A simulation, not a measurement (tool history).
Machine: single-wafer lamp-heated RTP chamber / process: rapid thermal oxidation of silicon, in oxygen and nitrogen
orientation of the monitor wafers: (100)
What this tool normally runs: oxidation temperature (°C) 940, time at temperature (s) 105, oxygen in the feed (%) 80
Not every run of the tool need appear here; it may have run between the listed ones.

| run | day | oxidation temperature (°C) | time at temperature (s) | oxygen in the feed (%) | wafers since the last listed run | wafers since the last pyrometer calibration | hours since the oxygen flow controller was replaced | hours since the gauge calibration | read-back reference wafer on the same gauge, thickness | oxide thickness on the monitor wafer (angstrom) |
|---|---|---|---|---|---|---|---|---|---|---|
| 1 | 0.000 | 940 | 105 | 80 | 0 | 594 | 5355.2 | 2013.0 | 4.399 | 44.68 |
| 2 | 2.738 | 940 | 105 | 80 | 666 | 1261 | 5420.9 | 2078.7 | 4.400 | 44.63 |
| 3 | 5.662 | 940 | 105 | 80 | 712 | 1973 | 5491.1 | 2148.9 | 4.402 | 44.62 |
| 4 | 8.083 | 940 | 81 | 86 | 589 | 2563 | 5549.2 | 2207.0 | 4.400 | 41.12 |
| 5 | 10.867 | 940 | 81 | 86 | 677 | 3241 | 5616.0 | 2273.8 | 4.401 | 41.11 |
| 6 | 12.325 | 940 | 105 | 80 | 355 | 3596 | 5651.0 | 2308.8 | 4.401 | 44.70 |
| 7 | 14.862 | 940 | 105 | 80 | 618 | 4214 | 5711.9 | 2369.7 | 4.400 | 44.70 |
| 8 | 17.250 | 940 | 105 | 80 | 581 | 4796 | 5769.2 | 2427.0 | 4.399 | 44.77 |
| 9 | 19.650 | 940 | 133 | 80 | 584 | 5380 | 5826.8 | 2484.6 | 4.400 | 49.45 |
| 10 | 22.129 | 940 | 116 | 80 | 603 | 5984 | 5886.3 | 2544.1 | 4.400 | 46.67 |
| 11 | 24.242 | 940 | 105 | 80 | 514 | 6499 | 5937.0 | 2594.8 | 4.399 | 44.86 |
| 12 | 27.196 | 940 | 105 | 80 | 719 | 7218 | 6007.9 | 2665.7 | 4.400 | 44.94 |
|  | 27.367 | gauge calibrated |
| 13 | 28.962 | 940 | 82 | 80 | 430 | 7649 | 6050.3 | 38.3 | 4.401 | 40.60 |
| 14 | 30.421 | 940 | 105 | 80 | 355 | 8004 | 6085.3 | 73.3 | 4.401 | 45.05 |
|  | 32.158 | pyrometer window cleaned and pyrometer calibrated |
| 15 | 32.404 | 940 | 105 | 80 | 401 | 59 | 6132.9 | 120.9 | 4.400 | 44.69 |
| 16 | 34.475 | 922 | 63 | 80 | 504 | 564 | 6182.6 | 170.6 | 4.400 | 32.68 |
| 17 | 42.129 | 940 | 105 | 80 | 1864 | 2428 | 6366.3 | 354.3 | 4.399 | 44.62 |
| 18 | 44.962 | 940 | 105 | 80 | 690 | 3118 | 6434.3 | 422.3 | 4.400 | 44.76 |
| 19 | 46.129 | 940 | 105 | 80 | 284 | 3402 | 6462.3 | 450.3 | 4.400 | 44.84 |
| 20 | 47.375 | 954 | 68 | 98 | 303 | 3706 | 6492.2 | 480.2 | 4.400 | 44.24 |
| 21 | 48.604 | 940 | 119 | 61 | 299 | 4005 | 6521.7 | 509.7 | 4.400 | 43.31 |
| 22 | 50.312 | 940 | 77 | 80 | 416 | 4421 | 6562.7 | 550.7 | 4.400 | 39.50 |
| 23 | 57.738 | 940 | 105 | 53 | 1808 | 6230 | 6740.9 | 728.9 | 4.400 | 39.51 |
|  | 59.617 | oxygen flow controller replaced |
| 24 | 59.908 | 940 | 105 | 80 | 447 | 6677 | 7.0 | 781.0 | 4.399 | 44.80 |
| 25 | 62.579 | 925 | 105 | 89 | 650 | 7328 | 71.1 | 845.1 | 4.399 | 41.63 |
| 26 | 64.942 | 940 | 105 | 88 | 575 | 7903 | 127.8 | 901.8 | 4.400 | 46.47 |
|  | 66.758 | pyrometer window cleaned and pyrometer calibrated |
| 27 | 67.921 | 918 | 149 | 57 | 644 | 282 | 199.3 | 973.3 | 4.400 | 39.71 |
| 28 | 70.112 | 940 | 87 | 80 | 533 | 816 | 251.9 | 1025.9 | 4.400 | 41.28 |
| 29 | 72.696 | 940 | 143 | 80 | 629 | 1445 | 313.9 | 1087.9 | 4.400 | 50.99 |
| 30 | 73.858 | 940 | 105 | 80 | 283 | 1729 | 341.8 | 1115.8 | 4.399 | 44.74 |
| 31 | 76.367 | 970 | 105 | 80 | 610 | 2340 | 402.0 | 1176.0 | 4.401 | 55.85 |
| 32 | 78.162 | 940 | 105 | 80 | 437 | 2777 | 445.1 | 1219.1 | 4.400 | 44.66 |
| 33 | 80.333 | 940 | 76 | 98 | 528 | 3306 | 497.2 | 1271.2 | 4.402 | 41.72 |
| 34 | 82.579 | 940 | 105 | 80 | 547 | 3853 | 551.1 | 1325.1 | 4.401 | 44.85 |
| 35 | 85.538 | 940 | 105 | 80 | 720 | 4573 | 622.1 | 1396.1 | 4.399 | 44.94 |
| 36 | 87.721 | 919 | 105 | 64 | 531 | 5105 | 674.5 | 1448.5 | 4.400 | 36.28 |
| 37 | 89.729 | 919 | 86 | 80 | 489 | 5594 | 722.7 | 1496.7 | 4.401 | 35.90 |
| 38 | 92.992 | 940 | 105 | 80 | 794 | 6389 | 801.0 | 1575.0 | 4.401 | 44.79 |

4 options for the next run, each taken on its own from the tool as it stands now. Forecast them:
| A | 93.012 | 948 | 105 | 80 | 5 | 6394 | 801.5 | 1575.5 | ? | ? |
| B | 93.012 | 940 | 126 | 96 | 5 | 6394 | 801.5 | 1575.5 | ? | ? |
| C | 93.012 | 932 | 105 | 70 | 5 | 6394 | 801.5 | 1575.5 | ? | ? |
| D | 93.012 | 940 | 127 | 80 | 5 | 6394 | 801.5 | 1575.5 | ? | ? |

| run | read-back reference wafer on the same gauge, thickness | oxide thickness on the monitor wafer (angstrom) |
|---|---|---|
| A | 4.402 | 47.63 |
| B | 4.402 | 51.49 |
| C | 4.402 | 40.68 |
| D | 4.402 | 48.65 |
Without the tool's unlogged condition, the same runs would have read:
| run | oxide thickness on the monitor wafer (angstrom) |
|---|---|
| A | 47.37 |
| B | 51.21 |
| C | 40.48 |
| D | 48.38 |

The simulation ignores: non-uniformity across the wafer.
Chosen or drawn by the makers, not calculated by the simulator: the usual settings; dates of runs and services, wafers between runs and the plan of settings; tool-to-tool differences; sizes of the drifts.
